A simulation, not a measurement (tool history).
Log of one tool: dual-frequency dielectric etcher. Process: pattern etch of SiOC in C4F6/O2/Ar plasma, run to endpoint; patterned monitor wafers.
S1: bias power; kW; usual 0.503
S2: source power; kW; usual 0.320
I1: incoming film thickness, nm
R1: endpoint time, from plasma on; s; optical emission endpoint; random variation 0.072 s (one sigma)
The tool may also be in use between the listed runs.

| run | day | S1 | S2 | I1 | R1 |
|---|---|---|---|---|---|
| 1 | 0.000 | 0.503 | 0.270 | 37.97 | 15.9 |
| 2 | 4.438 | 0.503 | 0.270 | 38.61 | 16.2 |
| 3 | 5.975 | 0.503 | 0.320 | 38.73 | 14.9 |
|  | 8.875 | wet clean of the chamber |
| 4 | 14.292 | 0.503 | 0.320 | 38.31 | 14.5 |
|  | 17.512 | upper electrode replaced |
| 5 | 17.533 | 0.503 | 0.320 | 38.36 | 14.6 |
|  | 21.242 | source power generator calibrated |
|  | 26.817 | wet clean of the chamber |
| 6 | 26.883 | 0.570 | 0.290 | 38.47 | 14.4 |
|  | 27.917 | bias power generator calibrated |
| 7 | 30.292 | 0.503 | 0.320 | 38.64 | 14.7 |
| 8 | 33.138 | 0.574 | 0.280 | 38.87 | 14.8 |
| 9 | 36.517 | 0.564 | 0.370 | 38.31 | 12.9 |
| 10 | 38.721 | 0.466 | 0.290 | 38.45 | 16.1 |
| 11 | 40.225 | 0.503 | 0.270 | 38.33 | 15.9 |
|  | 42.621 | wet clean of the chamber |
| 12 | 42.642 | 0.503 | 0.270 | 38.45 | 15.9 |
| 13 | 45.533 | 0.606 | 0.380 | 38.82 | 12.4 |
| 14 | 47.921 | 0.428 | 0.350 | 38.01 | 15.3 |
| 15 | 51.662 | 0.599 | 0.260 | 38.45 | 14.8 |
| 16 | 54.646 | 0.467 | 0.380 | 38.92 | 14.2 |
| 17 | 57.775 | 0.503 | 0.320 | 38.39 | 14.8 |

Forecast each of these 4 alternatives for the next run:
| A | 57.792 | 0.503 | 0.320 | 38.43 | ? |
| B | 57.792 | 0.380 | 0.390 | 38.43 | ? |
| C | 57.792 | 0.594 | 0.370 | 38.43 | ? |
| D | 57.792 | 0.549 | 0.320 | 38.43 | ? |

| run | R1 |
|---|---|
| A | 14.8 |
| B | 15.9 |
| C | 12.6 |
| D | 14.1 |
Without the tool's hidden state the same runs would have given:
| run | R1 |
|---|---|
| A | 14.8 |
| B | 15.9 |
| C | 12.6 |
| D | 14.1 |
